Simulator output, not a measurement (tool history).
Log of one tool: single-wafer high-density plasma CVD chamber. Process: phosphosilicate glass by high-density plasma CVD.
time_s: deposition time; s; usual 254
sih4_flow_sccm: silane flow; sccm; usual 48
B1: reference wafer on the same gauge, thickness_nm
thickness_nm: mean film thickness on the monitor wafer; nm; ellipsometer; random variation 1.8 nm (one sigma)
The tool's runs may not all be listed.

run 1 hour=0 | time_s=254 sih4_flow_sccm=51 | B1=1340.934 | thickness_nm=1204.176
run 2 hour=6.3 | time_s=254 sih4_flow_sccm=51 | B1=1339.879 | thickness_nm=1202.466
run 3 hour=19 | time_s=254 sih4_flow_sccm=51 | B1=1340.748 | thickness_nm=1200.747
run 4 hour=34.5 | time_s=254 sih4_flow_sccm=48 | B1=1340.733 | thickness_nm=1139.088
run 5 hour=47.2 | time_s=254 sih4_flow_sccm=48 | B1=1340.332 | thickness_nm=1138.42
run 6 hour=64.3 | time_s=254 sih4_flow_sccm=48 | B1=1339.759 | thickness_nm=1139.478
run 7 hour=73.4 | time_s=254 sih4_flow_sccm=48 | B1=1339.148 | thickness_nm=1140.077
run 8 hour=87.6 | time_s=254 sih4_flow_sccm=48 | B1=1339.431 | thickness_nm=1141.236
run 9 hour=100.9 | time_s=254 sih4_flow_sccm=48 | B1=1339.604 | thickness_nm=1139.028
run 10 hour=113.7 | time_s=274 sih4_flow_sccm=48 | B1=1339.555 | thickness_nm=1227.896
-- hour=117.4 gauge calibrated
run 11 hour=124.2 | time_s=276 sih4_flow_sccm=48 | B1=1340.603 | thickness_nm=1236.99
run 12 hour=138.7 | time_s=276 sih4_flow_sccm=48 | B1=1340.321 | thickness_nm=1239.717
-- hour=188.9 silane flow controller replaced
run 13 hour=189.4 | time_s=254 sih4_flow_sccm=48 | B1=1340.058 | thickness_nm=1185.448
run 14 hour=205.1 | time_s=223 sih4_flow_sccm=45 | B1=1339.934 | thickness_nm=981.838
run 15 hour=219.3 | time_s=254 sih4_flow_sccm=56 | B1=1339.945 | thickness_nm=1355.634
run 16 hour=236.5 | time_s=254 sih4_flow_sccm=48 | B1=1340.229 | thickness_nm=1181.764

Run 17 comes next. What will it give?
run 17 hour=251 | time_s=217 sih4_flow_sccm=48 | B1=? | thickness_nm=?

Run 17 gave B1 1340.774, thickness_nm 1006.829 nm.
Without the tool's hidden state the same run would have given thickness_nm 1015.792 nm.
